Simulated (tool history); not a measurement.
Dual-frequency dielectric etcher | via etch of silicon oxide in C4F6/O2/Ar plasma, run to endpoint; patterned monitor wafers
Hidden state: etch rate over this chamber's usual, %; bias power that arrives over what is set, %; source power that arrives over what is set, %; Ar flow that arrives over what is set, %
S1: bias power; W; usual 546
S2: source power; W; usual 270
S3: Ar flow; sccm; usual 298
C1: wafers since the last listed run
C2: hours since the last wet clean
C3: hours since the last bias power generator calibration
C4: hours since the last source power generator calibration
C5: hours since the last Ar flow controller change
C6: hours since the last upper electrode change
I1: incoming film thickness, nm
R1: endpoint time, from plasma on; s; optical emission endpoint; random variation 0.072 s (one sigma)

Run 1, day 0.000: usual settings; C1 0; C2 77.1; C3 4389.0; C4 3550.5; C5 6615.1; C6 4615.2; I1 91.4. Result: R1 20.9 s.
Run 2, day 0.900: usual settings but S3 325 sccm; C1 341; C2 98.7; C3 4410.6; C4 3572.1; C5 6636.7; C6 4636.8; I1 91.0. Result: R1 21.2 s.
At day 2.029: Ar flow controller replaced.
Run 3, day 2.379: usual settings but S3 325 sccm; C1 466; C2 134.2; C3 4446.1; C4 3607.6; C5 8.4; C6 4672.3; I1 91.2. Result: R1 21.0 s.
At day 3.725: bias power generator calibrated.
Run 4, day 3.746: usual settings but S1 618 W; C1 455; C2 167.0; C3 0.5; C4 3640.4; C5 41.2; C6 4705.1; I1 90.6. Result: R1 19.5 s.
Run 5, day 4.146: usual settings but S1 618 W; C1 151; C2 176.6; C3 10.1; C4 3650.0; C5 50.8; C6 4714.7; I1 91.2. Result: R1 19.7 s.
Run 6, day 5.583: usual settings; C1 546; C2 211.1; C3 44.6; C4 3684.5; C5 85.3; C6 4749.2; I1 90.9. Result: R1 21.0 s.
Run 7, day 6.462: usual settings; C1 333; C2 232.2; C3 65.7; C4 3705.6; C5 106.4; C6 4770.3; I1 90.3. Result: R1 20.7 s.
Run 8, day 7.692: usual settings; C1 466; C2 261.7; C3 95.2; C4 3735.1; C5 135.9; C6 4799.8; I1 90.3. Result: R1 20.8 s.
Run 9, day 8.612: usual settings; C1 349; C2 283.8; C3 117.3; C4 3757.2; C5 158.0; C6 4821.9; I1 90.1. Result: R1 20.8 s.
At day 10.054: upper electrode replaced.
Run 10, day 10.075: usual settings; C1 175; C2 318.9; C3 152.4; C4 3792.3; C5 193.1; C6 0.5; I1 90.5. Result: R1 20.8 s.
Run 11, day 10.404: usual settings but S1 622 W, S3 230 sccm; C1 125; C2 326.8; C3 160.3; C4 3800.2; C5 201.0; C6 8.4; I1 89.8. Result: R1 18.9 s.
Run 12, day 10.933: usual settings; C1 201; C2 339.5; C3 173.0; C4 3812.9; C5 213.7; C6 21.1; I1 90.3. Result: R1 20.9 s.
Run 13, day 12.154: usual settings but S1 657 W, S2 340 W, S3 364 sccm; C1 463; C2 368.8; C3 202.3; C4 3842.2; C5 243.0; C6 50.4; I1 90.7. Result: R1 18.3 s.
Run 14, day 13.408: usual settings but S3 239 sccm; C1 476; C2 398.9; C3 232.4; C4 3872.3; C5 273.1; C6 80.5; I1 89.6. Result: R1 20.3 s.
Run 15, day 14.804: usual settings; C1 530; C2 432.4; C3 265.9; C4 3905.8; C5 306.6; C6 114.0; I1 90.3. Result: R1 20.7 s.
Run 16, day 15.575: usual settings; C1 292; C2 450.9; C3 284.4; C4 3924.3; C5 325.1; C6 132.5; I1 90.7. Result: R1 20.8 s.
At day 16.346: source power generator calibrated.
Run 17, day 16.833: usual settings but S2 210 W; C1 414; C2 481.1; C3 314.6; C4 11.7; C5 355.3; C6 162.7; I1 91.3. Result: R1 22.3 s.
Run 18, day 18.142: usual settings; C1 497; C2 512.5; C3 346.0; C4 43.1; C5 386.7; C6 194.1; I1 91.0. Result: R1 20.9 s.
Run 19, day 19.025: usual settings but S1 589 W; C1 335; C2 533.7; C3 367.2; C4 64.3; C5 407.9; C6 215.3; I1 90.0. Result: R1 19.9 s.
Run 20, day 19.542: usual settings but S1 480 W, S3 354 sccm; C1 196; C2 546.1; C3 379.6; C4 76.7; C5 420.3; C6 227.7; I1 90.5. Result: R1 22.6 s.
Run 21, day 20.625: usual settings; C1 411; C2 572.1; C3 405.6; C4 102.7; C5 446.3; C6 253.7; I1 91.2. Result: R1 21.0 s.
Run 22, day 21.179: usual settings but S1 655 W, S2 320 W, S3 321 sccm; C1 210; C2 585.4; C3 418.9; C4 116.0; C5 459.6; C6 267.0; I1 90.3. Result: R1 18.4 s.
At day 22.467: wet clean of the chamber.
Run 23, day 22.488: usual settings but S1 488 W, S2 230 W, S3 226 sccm; C1 117; C2 0.5; C3 450.3; C4 147.4; C5 491.0; C6 298.4; I1 89.7. Result: R1 22.2 s.
Run 24, day 25.588: usual settings; C1 1177; C2 74.9; C3 524.7; C4 221.8; C5 565.4; C6 372.8; I1 90.5. Result: R1 20.8 s.
Run 25, day 26.542: usual settings but S2 330 W; C1 362; C2 97.8; C3 547.6; C4 244.7; C5 588.3; C6 395.7; I1 90.8. Result: R1 19.9 s.
Run 26, day 27.629: usual settings but S2 310 W, S3 329 sccm; C1 413; C2 123.9; C3 573.7; C4 270.8; C5 614.4; C6 421.8; I1 91.1. Result: R1 20.5 s.
Run 27, day 28.167: usual settings but S1 436 W, S2 230 W, S3 232 sccm; C1 204; C2 136.8; C3 586.6; C4 283.7; C5 627.3; C6 434.7; I1 90.8. Result: R1 23.7 s.
Run 28, day 28.988: usual settings but S2 230 W, S3 337 sccm; C1 311; C2 156.5; C3 606.3; C4 303.4; C5 647.0; C6 454.4; I1 90.2. Result: R1 21.7 s.
Run 29, day 32.471: usual settings but S1 414 W; C1 1323; C2 240.1; C3 689.9; C4 387.0; C5 730.6; C6 538.0; I1 91.3. Result: R1 24.1 s.
Run 30, day 32.996: usual settings; C1 199; C2 252.7; C3 702.5; C4 399.6; C5 743.2; C6 550.6; I1 90.2. Result: R1 20.8 s.

The tool's hidden state at each run:
etch rate over this chamber's usual, %: 0 in every run
bias power that arrives over what is set, %: 0 in every run
source power that arrives over what is set, %: 0 in every run
Ar flow that arrives over what is set, %: 0 in every run
